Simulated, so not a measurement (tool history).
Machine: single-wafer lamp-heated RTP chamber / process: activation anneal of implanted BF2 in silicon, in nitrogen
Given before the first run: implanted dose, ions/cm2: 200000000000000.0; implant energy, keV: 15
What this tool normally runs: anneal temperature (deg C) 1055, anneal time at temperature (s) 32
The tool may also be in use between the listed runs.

| run | day | anneal temperature (deg C) | anneal time at temperature (s) | wafers since the last listed run | wafers since the last pyrometer calibration | wafers since the reflector plate was cleaned | hours since the gauge calibration | read-back reference wafer on the same gauge, sheet resistance | sheet resistance of the implanted and annealed layer (ohm/square) |
|---|---|---|---|---|---|---|---|---|---|
| 1 | 0 | 1055 | 32 | 0 | 620 | 4522 | 448.4 | 533.79 | 532.86 |
| 2 | 1.333 | 1055 | 32 | 388 | 1009 | 4910 | 480.4 | 533.96 | 533.43 |
| 3 | 2.754 | 1055 | 32 | 413 | 1422 | 5324 | 514.5 | 533.93 | 533.81 |
| 4 | 3.996 | 1055 | 32 | 361 | 1784 | 5685 | 544.3 | 533.8 | 533.45 |
| 5 | 6.679 | 1055 | 32 | 781 | 2565 | 6466 | 608.7 | 533.98 | 532.83 |
|  | 9.4 | reflector plate cleaned |
| 6 | 9.65 | 1039 | 26 | 767 | 3332 | 72 | 680 | 534.37 | 544.18 |
| 7 | 10.912 | 1055 | 32 | 367 | 3700 | 440 | 710.3 | 534.2 | 533.55 |
| 8 | 11.925 | 1055 | 32 | 294 | 3994 | 734 | 734.6 | 534.11 | 530.51 |
| 9 | 13.112 | 1055 | 32 | 345 | 4340 | 1080 | 763.1 | 534.5 | 530.85 |
| 10 | 14.95 | 1049 | 32 | 534 | 4875 | 1615 | 807.2 | 534.04 | 532.17 |
|  | 16.733 | pyrometer window cleaned and pyrometer calibrated |
| 11 | 16.754 | 1049 | 32 | 428 | 6 | 2043 | 850.5 | 534.44 | 538.62 |
| 12 | 19.496 | 1049 | 32 | 797 | 804 | 2841 | 916.3 | 533.91 | 537.33 |
| 13 | 21.062 | 1048 | 40 | 455 | 1260 | 3297 | 953.9 | 534.13 | 531.98 |
| 14 | 22.629 | 1048 | 40 | 455 | 1716 | 3753 | 991.5 | 534.27 | 532.55 |
| 15 | 24.254 | 1048 | 40 | 472 | 2188 | 4226 | 1030.5 | 534.19 | 530.86 |
| 16 | 26.621 | 1055 | 32 | 688 | 2877 | 4915 | 1087.3 | 533.94 | 530.84 |
| 17 | 28.088 | 1068 | 40 | 426 | 3304 | 5342 | 1122.5 | 534.23 | 517.46 |
| 18 | 30.042 | 1075 | 48 | 568 | 3873 | 5910 | 1169.4 | 534.15 | 506.67 |
| 19 | 31.708 | 1081 | 14 | 485 | 4358 | 6395 | 1209.4 | 534.27 | 537.14 |
|  | 32.708 | pyrometer window cleaned and pyrometer calibrated |
|  | 33.008 | gauge calibrated |
| 20 | 33.588 | 1069 | 32 | 449 | 256 | 6845 | 13.9 | 533.83 | 527.06 |
|  | 35.262 | reflector plate cleaned |
| 21 | 36.35 | 1029 | 44 | 707 | 963 | 316 | 80.2 | 534.5 | 538.73 |
| 22 | 44.75 | 1081 | 18 | 2444 | 3408 | 2761 | 281.8 | 533.76 | 533.32 |
| 23 | 46.421 | 1026 | 44 | 486 | 3894 | 3247 | 321.9 | 533.99 | 536.21 |
| 24 | 48.05 | 1055 | 32 | 474 | 4368 | 3721 | 361 | 533.69 | 527.56 |
|  | 49.625 | pyrometer window cleaned and pyrometer calibrated |
| 25 | 49.862 | 1055 | 41 | 430 | 68 | 4152 | 404.5 | 533.96 | 527.94 |
| 26 | 52.546 | 1055 | 32 | 781 | 849 | 4933 | 468.9 | 533.87 | 533.83 |
| 27 | 54.329 | 1055 | 22 | 519 | 1368 | 5452 | 511.7 | 533.72 | 541.04 |
| 28 | 59.658 | 1078 | 41 | 1551 | 2920 | 7003 | 639.6 | 534.13 | 510.95 |
|  | 63.675 | reflector plate cleaned |
| 29 | 65.762 | 1031 | 26 | 1679 | 4599 | 607 | 786.1 | 533.73 | 543.94 |
|  | 67.304 | pyrometer window cleaned and pyrometer calibrated |
| 30 | 68.158 | 1047 | 40 | 600 | 248 | 1207 | 843.6 | 534.01 | 534.85 |
| 31 | 69.533 | 1045 | 49 | 400 | 648 | 1607 | 876.6 | 534.07 | 528.65 |
| 32 | 71.938 | 1055 | 32 | 699 | 1348 | 2307 | 934.3 | 533.8 | 533.37 |
| 33 | 73.3 | 1029 | 44 | 396 | 1744 | 2704 | 967 | 534.06 | 535.79 |

Predict each of these 5 candidate next runs independently; none follows another, all start after run 33:
| A | 73.317 | 1070 | 32 | 4 | 1749 | 2708 | 967.4 | ? | ? |
| B | 73.317 | 1074 | 32 | 4 | 1749 | 2708 | 967.4 | ? | ? |
| C | 73.317 | 1055 | 13 | 4 | 1749 | 2708 | 967.4 | ? | ? |
| D | 73.317 | 1081 | 32 | 4 | 1749 | 2708 | 967.4 | ? | ? |
| E | 73.317 | 1043 | 47 | 4 | 1749 | 2708 | 967.4 | ? | ? |

| run | read-back reference wafer on the same gauge, sheet resistance | sheet resistance of the implanted and annealed layer (ohm/square) |
|---|---|---|
| A | 533.92 | 524.64 |
| B | 533.92 | 522.43 |
| C | 533.92 | 550.65 |
| D | 533.92 | 518.66 |
| E | 533.92 | 529.28 |
Had the tool no hidden state, the same runs would have come out as:
| run | sheet resistance of the implanted and annealed layer (ohm/square) |
|---|---|
| A | 529.71 |
| B | 527.54 |
| C | 552.42 |
| D | 523.68 |
| E | 533.33 |

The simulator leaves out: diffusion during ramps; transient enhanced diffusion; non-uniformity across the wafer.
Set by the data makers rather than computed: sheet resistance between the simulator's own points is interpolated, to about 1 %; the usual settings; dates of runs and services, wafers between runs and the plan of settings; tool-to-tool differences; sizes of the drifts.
